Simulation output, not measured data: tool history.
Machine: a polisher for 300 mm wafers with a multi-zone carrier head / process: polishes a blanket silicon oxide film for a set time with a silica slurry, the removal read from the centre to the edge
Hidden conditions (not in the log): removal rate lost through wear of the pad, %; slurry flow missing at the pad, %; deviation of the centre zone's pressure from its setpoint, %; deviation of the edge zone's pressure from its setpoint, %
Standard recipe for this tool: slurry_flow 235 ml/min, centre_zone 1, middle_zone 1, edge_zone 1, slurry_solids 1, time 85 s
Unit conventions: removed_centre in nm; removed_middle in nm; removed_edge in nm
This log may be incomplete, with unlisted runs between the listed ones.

| run | hour | slurry_flow | centre_zone | middle_zone | edge_zone | slurry_solids | time | wafers since the last listed run | wafers polished on this pad | hours since the slurry nozzle was cleaned | hours since the centre zone pressure was calibrated | hours since the edge zone pressure was calibrated | hours since the carrier head's membrane was replaced | incoming thickness of the incoming film, nm | removed_centre | removed_middle | removed_edge |
|---|---|---|---|---|---|---|---|---|---|---|---|---|---|---|---|---|---|
| 1 | 0 | 235 | 1 | 1 | 1 | 1 | 85 | 0 | 1143 | 262.7 | 110.7 | 20 | 68 | 1834.2 | 204.6 | 198 | 193.4 |
|  | 71.4 | worn pad replaced by a new one |
| 2 | 99.5 | 260 | 1 | 1 | 1 | 1 | 85 | 527 | 155 | 362.2 | 210.2 | 119.5 | 167.5 | 1816.8 | 211.5 | 197.6 | 198.3 |
| 3 | 233.2 | 235 | 1 | 1 | 1 | 1 | 85 | 738 | 893 | 495.9 | 343.9 | 253.2 | 301.2 | 1811.1 | 211.6 | 197 | 192.5 |
| 4 | 336.7 | 235 | 1 | 1 | 1 | 1 | 85 | 571 | 1465 | 599.4 | 447.4 | 356.7 | 404.7 | 1790.2 | 209.2 | 194 | 195 |
|  | 367.9 | worn pad replaced by a new one |
|  | 382 | slurry nozzle cleaned |
| 5 | 433.6 | 235 | 1 | 1 | 1 | 1 | 85 | 507 | 357 | 51.6 | 544.3 | 453.6 | 501.6 | 1796.8 | 212.3 | 198.3 | 193.6 |
| 6 | 490.9 | 235 | 1.06 | 1 | 1 | 1 | 85 | 316 | 673 | 108.9 | 601.6 | 510.9 | 558.9 | 1824.9 | 221.6 | 197.6 | 196 |
|  | 519.9 | centre zone pressure recalibrated |
|  | 627.1 | worn pad replaced by a new one |
|  | 709.4 | carrier head's membrane replaced by a new one |
| 7 | 809.6 | 235 | 1.06 | 1 | 1 | 1 | 85 | 1699 | 980 | 427.6 | 289.7 | 829.6 | 100.2 | 1802.7 | 226.5 | 197 | 192.1 |
| 8 | 864.2 | 235 | 1 | 1 | 1 | 0.7 | 85 | 301 | 1281 | 482.2 | 344.3 | 884.2 | 154.8 | 1783.8 | 174.8 | 164.4 | 157.5 |
| 9 | 916.8 | 235 | 1 | 1 | 1 | 1 | 55 | 290 | 1572 | 534.8 | 396.9 | 936.8 | 207.4 | 1818.1 | 134.5 | 128.2 | 120.7 |
|  | 926.6 | worn pad replaced by a new one |
| 10 | 955.7 | 235 | 0.92 | 1 | 1 | 1 | 85 | 192 | 160 | 573.7 | 435.8 | 975.7 | 246.3 | 1820.7 | 194.8 | 196.4 | 195 |
|  | 983.2 | edge zone pressure recalibrated |
| 11 | 1055.6 | 235 | 1.07 | 1 | 1.06 | 0.7 | 85 | 540 | 701 | 673.6 | 535.7 | 72.4 | 346.2 | 1796.8 | 193.8 | 164.9 | 165.9 |
|  | 1069 | centre zone pressure recalibrated |
|  | 1072.5 | slurry nozzle cleaned |
| 12 | 1106.3 | 235 | 1 | 1 | 1 | 1 | 85 | 263 | 964 | 33.8 | 37.3 | 123.1 | 396.9 | 1836.1 | 199.1 | 197.1 | 196 |
| 13 | 1200.8 | 235 | 1 | 1 | 1 | 1 | 85 | 521 | 1486 | 128.3 | 131.8 | 217.6 | 491.4 | 1818.2 | 199.1 | 198.4 | 190.3 |
|  | 1205.6 | worn pad replaced by a new one |
| 14 | 1253.9 | 235 | 1 | 1 | 1 | 1 | 85 | 271 | 266 | 181.4 | 184.9 | 270.7 | 544.5 | 1840.6 | 200.6 | 197.7 | 193 |
| 15 | 1357.6 | 235 | 1 | 1 | 1 | 1 | 99 | 572 | 839 | 285.1 | 288.6 | 374.4 | 648.2 | 1803.2 | 240.7 | 231.5 | 218.9 |

Branching from run 15: 4 alternative next runs. What would each branch give?
| A | 1358 | 235 | 1 | 0.95 | 1 | 1 | 85 | 2 | 841 | 285.5 | 289 | 374.8 | 648.6 | 1787.5 | ? | ? | ? |
| B | 1358 | 270 | 1.06 | 1 | 1 | 1 | 85 | 2 | 841 | 285.5 | 289 | 374.8 | 648.6 | 1787.5 | ? | ? | ? |
| C | 1358 | 235 | 1 | 1 | 1 | 1 | 114 | 2 | 841 | 285.5 | 289 | 374.8 | 648.6 | 1787.5 | ? | ? | ? |
| D | 1358 | 285 | 1 | 1.06 | 1 | 1 | 85 | 2 | 841 | 285.5 | 289 | 374.8 | 648.6 | 1787.5 | ? | ? | ? |

| run | removed_centre | removed_middle | removed_edge |
|---|---|---|---|
| A | 206.8 | 190.3 | 193.4 |
| B | 222.3 | 198.6 | 195 |
| C | 277.4 | 263.2 | 259.2 |
| D | 210.8 | 206.9 | 195.6 |
The same runs, with their run-to-run variation unchanged, on a tool lacking any hidden condition would have given:
| run | removed_centre | removed_middle | removed_edge |
|---|---|---|---|
| A | 196 | 190.3 | 193.4 |
| B | 210.7 | 198.7 | 195 |
| C | 262.9 | 263.3 | 259.2 |
| D | 199.8 | 207 | 195.6 |
